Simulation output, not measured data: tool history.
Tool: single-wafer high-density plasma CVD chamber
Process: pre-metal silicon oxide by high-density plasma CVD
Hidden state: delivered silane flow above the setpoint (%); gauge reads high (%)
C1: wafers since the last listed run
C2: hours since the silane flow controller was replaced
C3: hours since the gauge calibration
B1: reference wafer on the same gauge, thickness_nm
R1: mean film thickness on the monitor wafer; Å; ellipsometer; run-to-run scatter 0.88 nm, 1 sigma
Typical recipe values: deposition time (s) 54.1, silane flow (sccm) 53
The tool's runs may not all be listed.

Run 1, hour 0: usual settings; C1 0; C2 3428.3; C3 620.4; B1 229.024. Result: R1 2541.14 Å.
At hour 61.9: gauge calibrated.
Run 2, hour 66.8: usual settings; C1 1477; C2 3495.1; C3 4.9; B1 229.113. Result: R1 2557.68 Å.
Run 3, hour 116.2: usual settings; C1 1092; C2 3544.5; C3 54.3; B1 229.067. Result: R1 2535.39 Å.
Run 4, hour 181.3: usual settings; C1 1440; C2 3609.6; C3 119.4; B1 229.219. Result: R1 2541.33 Å.
Run 5, hour 206.4: usual settings; C1 555; C2 3634.7; C3 144.5; B1 228.909. Result: R1 2525.64 Å.
Run 6, hour 232.6: usual settings; C1 579; C2 3660.9; C3 170.7; B1 228.988. Result: R1 2552.34 Å.
Run 7, hour 287.7: usual settings; C1 1219; C2 3716; C3 225.8; B1 228.946. Result: R1 2545.96 Å.
Run 8, hour 350.5: usual settings; C1 1389; C2 3778.8; C3 288.6; B1 229.105. Result: R1 2545.9 Å.
Run 9, hour 426.4: usual settings; C1 1679; C2 3854.7; C3 364.5; B1 228.809. Result: R1 2525.47 Å.
Run 10, hour 492.2: usual settings; C1 1455; C2 3920.5; C3 430.3; B1 229.261. Result: R1 2530.51 Å.
Run 11, hour 521.5: usual settings but deposition time (s) 57.8; C1 648; C2 3949.8; C3 459.6; B1 229.037. Result: R1 2720.97 Å.
At hour 585.2: silane flow controller replaced.
Run 12, hour 587.7: usual settings but deposition time (s) 50.9; C1 1287; C2 2.5; C3 525.8; B1 229.112. Result: R1 2542.11 Å.
Run 13, hour 633.6: usual settings but deposition time (s) 50.9; C1 1015; C2 48.4; C3 571.7; B1 228.939. Result: R1 2540.51 Å.
Run 14, hour 671.9: usual settings but deposition time (s) 50.9; C1 847; C2 86.7; C3 610; B1 228.797. Result: R1 2533.61 Å.
Run 15, hour 740.8: usual settings but deposition time (s) 57.6, silane flow (sccm) 62; C1 1524; C2 155.6; C3 678.9; B1 229.002. Result: R1 3283.91 Å.
At hour 775.4: gauge calibrated.
Run 16, hour 780.2: usual settings but deposition time (s) 58.3, silane flow (sccm) 43; C1 871; C2 195; C3 4.8; B1 229.064. Result: R1 2410.8 Å.
Run 17, hour 845.5: usual settings but deposition time (s) 63.2, silane flow (sccm) 45; C1 1444; C2 260.3; C3 70.1; B1 229.028. Result: R1 2717.09 Å.
Run 18, hour 902.2: usual settings; C1 1254; C2 317; C3 126.8; B1 228.905. Result: R1 2656.84 Å.
Run 19, hour 927.9: usual settings; C1 568; C2 342.7; C3 152.5; B1 228.86. Result: R1 2662.64 Å.
Run 20, hour 953.9: usual settings; C1 575; C2 368.7; C3 178.5; B1 229.137. Result: R1 2668.11 Å.
Run 21, hour 1024.4: usual settings but deposition time (s) 44.5, silane flow (sccm) 47; C1 1559; C2 439.2; C3 249; B1 228.986. Result: R1 1966.72 Å.
Run 22, hour 1060.3: usual settings but silane flow (sccm) 63; C1 794; C2 475.1; C3 284.9; B1 228.991. Result: R1 3100.45 Å.

Forecast run 23:
Run 23, hour 1105.4: usual settings but deposition time (s) 44.9, silane flow (sccm) 46; C1 997; C2 520.2; C3 330; B1 ?. Result: R1 ?.

For run 23 the tool returned B1 228.953, R1 1941.03 Å.
On a tool with no hidden condition, and with the same random variation, this run would have come out at R1 1984.9 Å.
